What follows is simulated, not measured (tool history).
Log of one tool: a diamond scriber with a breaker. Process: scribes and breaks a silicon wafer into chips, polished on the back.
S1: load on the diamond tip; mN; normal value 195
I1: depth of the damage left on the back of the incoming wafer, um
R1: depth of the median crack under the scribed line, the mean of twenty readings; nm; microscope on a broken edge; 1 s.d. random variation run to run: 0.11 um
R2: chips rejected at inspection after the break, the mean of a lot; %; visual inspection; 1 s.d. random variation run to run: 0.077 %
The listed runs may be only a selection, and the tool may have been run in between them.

run      day   S1    I1    R1    R2
  1        0  150  0.05  6700  3.18
  2    2.096  237  0.05  8820  5.23
  3      4.8  237  0.03  9130   6.2
  4    8.633  215  0.02  8810  4.27
  5   11.512  195  0.04  8220  2.87
  6   13.775  195  0.02  8330  2.82
        15.8  -- load on the tip recalibrated
  7   17.646  230  0.01  8500  2.99
  8   19.988  230  0.02  8270  2.97
      20.262  -- diamond tip replaced by a new one
  9   23.654  195  0.01  7610  1.83
 10   26.796  195  0.04  7690  1.75
 11   29.229  195  0.03  7800  1.73
 12   31.529  195  0.05  7600  1.82
 13   33.488  195  0.03  7890  2.11
 14   36.675  195  0.05  8090  1.92
 15   39.412  195  0.04  7760  2.03
 16    42.25  195  0.03  7800  2.17
      42.338  -- diamond tip replaced by a new one
 17   44.512  158  0.01  7040  2.35
      53.688  -- load on the tip recalibrated
 18   57.158  195  0.01  7710  1.72
 19   58.854  217  0.05  8280  2.63
 20     62.9  195  0.03  7710  1.78
 21   65.725  179  0.04  7260  1.75
      67.471  -- diamond tip replaced by a new one
 22   67.675  195  0.03  7660  1.77
 23   70.888  157  0.03  6930  2.58
 24   80.933  218  0.04  8670   3.9
 25   83.338  195  0.04  8280  2.51
 26   85.912  195  0.05  8170   2.5
      88.621  -- load on the tip recalibrated
 27   89.496  240  0.02  8390   3.4
      90.396  -- diamond tip replaced by a new one
 28   91.704  247  0.01  8570  4.02
 29   94.638  176  0.02  7130  2.16
 30   99.038  142  0.01  6240  5.44
 31  102.379  147  0.03  6450  4.52
 32    110.7  195  0.02  7910  2.05
     112.992  -- diamond tip replaced by a new one
 33  113.283  154  0.04  6910  2.73
 34  115.846  139  0.04  6370  4.32
 35  119.062  195  0.02  8000  2.35

What would each run have given without the hidden state, its run-to-run variation left as it was?
The tool's hidden condition here consists of: share of the diamond tip's cutting effectiveness lost through wear, %; deviation of the load on the tip from its setpoint, %.
run    R1    R2
  1  6310  5.15
  2  8270  3.15
  3  8510  3.57
  4  8140  2.28
  5  7540   1.9
  6  7610   1.8
  7  8530   3.1
  8  8250  2.94
  9  7530  1.82
 10  7540   1.7
 11  7610  1.66
 12  7380  1.71
 13  7610  1.95
 14  7750   1.7
 15  7390  1.73
 16  7370  1.78
 17  6620  3.83
 18  7620   1.7
 19  8140  2.33
 20  7510   1.7
 21  7030  2.04
 22  7370  1.61
 23  6620  3.75
 24  8090  2.24
 25  7680   1.8
 26  7530  1.72
 27  8460  3.65
 28  8600  4.12
 29  7100  2.23
 30  6140  6.11
 31  6300  5.45
 32  7570   1.8
 33  6570  4.12
 34  6020  6.61
 35  7500  1.83
